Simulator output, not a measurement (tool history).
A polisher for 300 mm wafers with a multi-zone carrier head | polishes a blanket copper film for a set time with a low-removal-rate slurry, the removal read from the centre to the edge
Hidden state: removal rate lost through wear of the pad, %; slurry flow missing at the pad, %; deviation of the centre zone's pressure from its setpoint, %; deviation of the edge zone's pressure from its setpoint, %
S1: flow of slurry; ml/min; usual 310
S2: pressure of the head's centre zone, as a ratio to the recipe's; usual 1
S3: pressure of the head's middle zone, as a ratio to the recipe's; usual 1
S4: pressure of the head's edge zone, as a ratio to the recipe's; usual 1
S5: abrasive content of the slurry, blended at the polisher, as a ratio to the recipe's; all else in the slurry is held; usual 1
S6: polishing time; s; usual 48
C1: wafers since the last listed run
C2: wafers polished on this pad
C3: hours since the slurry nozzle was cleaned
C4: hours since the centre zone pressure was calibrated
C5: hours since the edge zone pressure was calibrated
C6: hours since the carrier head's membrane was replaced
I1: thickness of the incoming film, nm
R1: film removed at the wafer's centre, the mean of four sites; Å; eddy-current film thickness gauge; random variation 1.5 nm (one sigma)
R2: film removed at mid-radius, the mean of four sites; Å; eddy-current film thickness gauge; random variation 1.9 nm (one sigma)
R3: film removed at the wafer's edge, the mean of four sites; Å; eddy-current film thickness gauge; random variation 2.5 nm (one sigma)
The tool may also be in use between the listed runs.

run   hour   S1    S2    S3    S4    S5  S6   C1    C2     C3     C4      C5      C6      I1    R1    R2    R3
  1      0  310     1     1  0.91   0.9  48    0  1167  665.7  787.3   907.7  1072.7  1429.9  1727  1723  1615
  2   17.5  310     1     1     1     1  48  116  1283  683.2  804.8   925.2  1090.2  1462.1  1835  1764  1724
  3   26.7  310     1     1     1     1  48   61  1344  692.4    814   934.4  1099.4  1458.3  1807  1738  1760
  4   36.9  310     1     1     1     1  48   67  1412  702.6  824.2   944.6  1109.6  1439.1  1766  1704  1766
      48.7  -- centre zone pressure recalibrated
      48.8  -- worn pad replaced by a new one
  5   51.9  310     1     1     1     1  48   85    20  717.6    3.2   959.6  1124.6  1445.5  1689  1744  1712
  6   66.4  310     1     1     1     1  48   96   116  732.1   17.7   974.1  1139.1  1432.9  1708  1760  1706
  7   74.8  310     1     1     1     1  48   55   172  740.5   26.1   982.5  1147.5  1444.3  1684  1738  1673
  8   85.7  310     1     1     1     1  48   72   244  751.4     37   993.4  1158.4  1426.1  1730  1741  1737
  9   94.2  245     1  1.07     1     1  34   56   301  759.9   45.5  1001.9  1166.9  1457.2  1201  1294  1191
 10  110.4  310     1     1     1     1  48  107   409  776.1   61.7  1018.1  1183.1  1443.1  1736  1756  1696
 11  125.2  310  0.96  0.89     1   0.8  48   98   507  790.9   76.5  1032.9  1197.9  1425.3  1613  1491  1656
     130.9  -- carrier head's membrane replaced by a new one
     131.8  -- slurry nozzle cleaned
 12  138.5  310     1     1     1     1  48   49   556    6.7   89.8  1046.2     7.6  1463.3  1725  1750  1708
 13  151.3  310     1     1  1.05     1  40   85   641   19.5  102.6    1059    20.4  1457.7  1445  1443  1470
     162.1  -- edge zone pressure recalibrated
 14  168.7  385     1  0.95     1  1.15  40  102   743   36.9    120     6.6    37.8  1475.7  1524  1485  1504
 15    180  310     1     1     1     1  48   75   819   48.2  131.3    17.9    49.1  1434.3  1755  1729  1735
 16  225.3  310  1.12  0.95  0.91     1  48  300  1119   93.5  176.6    63.2    94.4  1454.1  1890  1677  1622
 17    234  310     1  1.09     1   1.3  56   57  1177  102.2  185.3    71.9   103.1  1465.2  2229  2327  2089

Forecast run 18:
 18  240.4  310   1   1  0.89  0.85  48  42  1220  108.6  191.7  78.3  109.5  1455.1   ?   ?   ?

Run 18 gave R1 1655 Å, R2 1683 Å, R3 1593 Å.
Without the tool's hidden state the same run would have given R1 1584 Å, R2 1683 Å, R3 1593 Å.

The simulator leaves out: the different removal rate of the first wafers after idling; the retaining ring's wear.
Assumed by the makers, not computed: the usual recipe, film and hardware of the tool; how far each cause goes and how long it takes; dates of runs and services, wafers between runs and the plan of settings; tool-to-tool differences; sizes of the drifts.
